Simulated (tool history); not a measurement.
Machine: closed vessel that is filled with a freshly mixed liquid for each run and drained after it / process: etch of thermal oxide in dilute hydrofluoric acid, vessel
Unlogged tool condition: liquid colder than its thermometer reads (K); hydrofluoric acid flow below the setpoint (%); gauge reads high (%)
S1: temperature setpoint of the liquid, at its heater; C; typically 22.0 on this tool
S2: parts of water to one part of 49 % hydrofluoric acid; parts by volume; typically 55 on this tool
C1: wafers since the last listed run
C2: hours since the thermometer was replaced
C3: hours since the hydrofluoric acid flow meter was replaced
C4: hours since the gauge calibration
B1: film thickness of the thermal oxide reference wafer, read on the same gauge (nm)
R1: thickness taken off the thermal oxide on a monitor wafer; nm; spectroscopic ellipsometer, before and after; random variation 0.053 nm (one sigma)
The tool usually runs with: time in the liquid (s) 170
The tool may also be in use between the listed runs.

run 1 hour=0.0 | S1=22.0 S2=35 time_in_the_liquid_(s)=170 | C1=0 C2=1547.9 C3=521.7 C4=301.9 | B1=150.03 | R1=25.24
run 2 hour=23.3 | S1=22.0 S2=35 time_in_the_liquid_(s)=170 | C1=2173 C2=1571.2 C3=545.0 C4=325.2 | B1=150.04 | R1=25.15
-- hour=44.1 hydrofluoric acid flow meter replaced
run 3 hour=49.6 | S1=22.0 S2=35 time_in_the_liquid_(s)=170 | C1=2360 C2=1597.5 C3=5.5 C4=351.5 | B1=149.99 | R1=25.18
-- hour=63.9 thermometer replaced
run 4 hour=66.3 | S1=22.0 S2=55 time_in_the_liquid_(s)=230 | C1=1464 C2=2.4 C3=22.2 C4=368.2 | B1=150.02 | R1=21.09
run 5 hour=102.3 | S1=22.0 S2=55 time_in_the_liquid_(s)=170 | C1=3358 C2=38.4 C3=58.2 C4=404.2 | B1=149.96 | R1=15.63
run 6 hour=120.7 | S1=22.0 S2=55 time_in_the_liquid_(s)=170 | C1=1716 C2=56.8 C3=76.6 C4=422.6 | B1=150.03 | R1=15.64
run 7 hour=137.9 | S1=22.0 S2=55 time_in_the_liquid_(s)=170 | C1=1604 C2=74.0 C3=93.8 C4=439.8 | B1=150.00 | R1=15.58
run 8 hour=169.8 | S1=22.0 S2=55 time_in_the_liquid_(s)=170 | C1=2976 C2=105.9 C3=125.7 C4=471.7 | B1=149.96 | R1=15.54
run 9 hour=183.2 | S1=22.0 S2=55 time_in_the_liquid_(s)=170 | C1=1250 C2=119.3 C3=139.1 C4=485.1 | B1=149.98 | R1=15.70
run 10 hour=195.7 | S1=22.0 S2=55 time_in_the_liquid_(s)=170 | C1=1166 C2=131.8 C3=151.6 C4=497.6 | B1=149.97 | R1=15.65
run 11 hour=228.7 | S1=25.0 S2=65 time_in_the_liquid_(s)=120 | C1=3078 C2=164.8 C3=184.6 C4=530.6 | B1=150.01 | R1=10.44
run 12 hour=249.3 | S1=20.5 S2=40 time_in_the_liquid_(s)=170 | C1=1921 C2=185.4 C3=205.2 C4=551.2 | B1=150.04 | R1=20.65
run 13 hour=273.1 | S1=18.5 S2=35 time_in_the_liquid_(s)=120 | C1=2220 C2=209.2 C3=229.0 C4=575.0 | B1=150.00 | R1=15.32
run 14 hour=294.9 | S1=22.0 S2=55 time_in_the_liquid_(s)=265 | C1=2033 C2=231.0 C3=250.8 C4=596.8 | B1=149.99 | R1=24.34
run 15 hour=312.7 | S1=22.0 S2=65 time_in_the_liquid_(s)=170 | C1=1660 C2=248.8 C3=268.6 C4=614.6 | B1=150.03 | R1=13.14
run 16 hour=325.1 | S1=22.0 S2=75 time_in_the_liquid_(s)=170 | C1=1156 C2=261.2 C3=281.0 C4=627.0 | B1=149.99 | R1=11.21
run 17 hour=357.5 | S1=22.0 S2=30 time_in_the_liquid_(s)=170 | C1=3022 C2=293.6 C3=313.4 C4=659.4 | B1=150.01 | R1=29.56
run 18 hour=376.9 | S1=25.0 S2=65 time_in_the_liquid_(s)=120 | C1=1809 C2=313.0 C3=332.8 C4=678.8 | B1=150.03 | R1=10.40
run 19 hour=394.5 | S1=19.0 S2=80 time_in_the_liquid_(s)=215 | C1=1641 C2=330.6 C3=350.4 C4=696.4 | B1=150.05 | R1=11.64
run 20 hour=474.9 | S1=18.0 S2=30 time_in_the_liquid_(s)=170 | C1=7500 C2=411.0 C3=430.8 C4=776.8 | B1=150.04 | R1=24.96
run 21 hour=495.3 | S1=22.0 S2=55 time_in_the_liquid_(s)=210 | C1=1903 C2=431.4 C3=451.2 C4=797.2 | B1=150.00 | R1=19.27
run 22 hour=512.5 | S1=22.0 S2=55 time_in_the_liquid_(s)=170 | C1=1604 C2=448.6 C3=468.4 C4=814.4 | B1=149.97 | R1=15.74
run 23 hour=525.7 | S1=25.5 S2=65 time_in_the_liquid_(s)=100 | C1=1231 C2=461.8 C3=481.6 C4=827.6 | B1=150.02 | R1=8.86
run 24 hour=543.3 | S1=22.0 S2=75 time_in_the_liquid_(s)=95 | C1=1641 C2=479.4 C3=499.2 C4=845.2 | B1=150.03 | R1=6.31
-- hour=544.2 gauge calibrated
-- hour=577.9 hydrofluoric acid flow meter replaced
run 25 hour=578.4 | S1=22.0 S2=85 time_in_the_liquid_(s)=210 | C1=3181 C2=514.5 C3=0.5 C4=34.2 | B1=150.06 | R1=12.01
run 26 hour=610.6 | S1=22.0 S2=55 time_in_the_liquid_(s)=170 | C1=3004 C2=546.7 C3=32.7 C4=66.4 | B1=150.02 | R1=15.69
run 27 hour=627.3 | S1=22.0 S2=55 time_in_the_liquid_(s)=170 | C1=1557 C2=563.4 C3=49.4 C4=83.1 | B1=150.00 | R1=15.63
run 28 hour=656.3 | S1=22.0 S2=55 time_in_the_liquid_(s)=130 | C1=2705 C2=592.4 C3=78.4 C4=112.1 | B1=150.00 | R1=11.95
run 29 hour=676.9 | S1=25.0 S2=55 time_in_the_liquid_(s)=270 | C1=1921 C2=613.0 C3=99.0 C4=132.7 | B1=149.98 | R1=28.17
run 30 hour=691.8 | S1=22.0 S2=55 time_in_the_liquid_(s)=170 | C1=1390 C2=627.9 C3=113.9 C4=147.6 | B1=150.00 | R1=15.62
run 31 hour=722.6 | S1=22.0 S2=55 time_in_the_liquid_(s)=215 | C1=2873 C2=658.7 C3=144.7 C4=178.4 | B1=149.95 | R1=19.85
run 32 hour=750.1 | S1=22.0 S2=55 time_in_the_liquid_(s)=170 | C1=2565 C2=686.2 C3=172.2 C4=205.9 | B1=149.97 | R1=15.69
run 33 hour=773.3 | S1=22.0 S2=55 time_in_the_liquid_(s)=170 | C1=2164 C2=709.4 C3=195.4 C4=229.1 | B1=150.01 | R1=15.59

Branching from run 33: 5 alternative next runs. What would each branch give?
run A hour=774.0 | S1=22.0 S2=55 time_in_the_liquid_(s)=170 | C1=65 C2=710.1 C3=196.1 C4=229.8 | B1=? | R1=?
run B hour=774.0 | S1=24.5 S2=55 time_in_the_liquid_(s)=230 | C1=65 C2=710.1 C3=196.1 C4=229.8 | B1=? | R1=?
run C hour=774.0 | S1=24.0 S2=85 time_in_the_liquid_(s)=145 | C1=65 C2=710.1 C3=196.1 C4=229.8 | B1=? | R1=?
run D hour=774.0 | S1=25.0 S2=55 time_in_the_liquid_(s)=170 | C1=65 C2=710.1 C3=196.1 C4=229.8 | B1=? | R1=?
run E hour=774.0 | S1=23.5 S2=55 time_in_the_liquid_(s)=225 | C1=65 C2=710.1 C3=196.1 C4=229.8 | B1=? | R1=?

run=A B1=150.03 R1=15.62
run=B B1=150.03 R1=23.43
run=C B1=150.03 R1=9.01
run=D B1=150.03 R1=17.68
run=E B1=150.03 R1=22.00
Take away the tool's hidden state, keep each run's random variation, and the runs would have read:
run=A R1=15.62
run=B R1=23.43
run=C R1=9.01
run=D R1=17.68
run=E R1=22.00
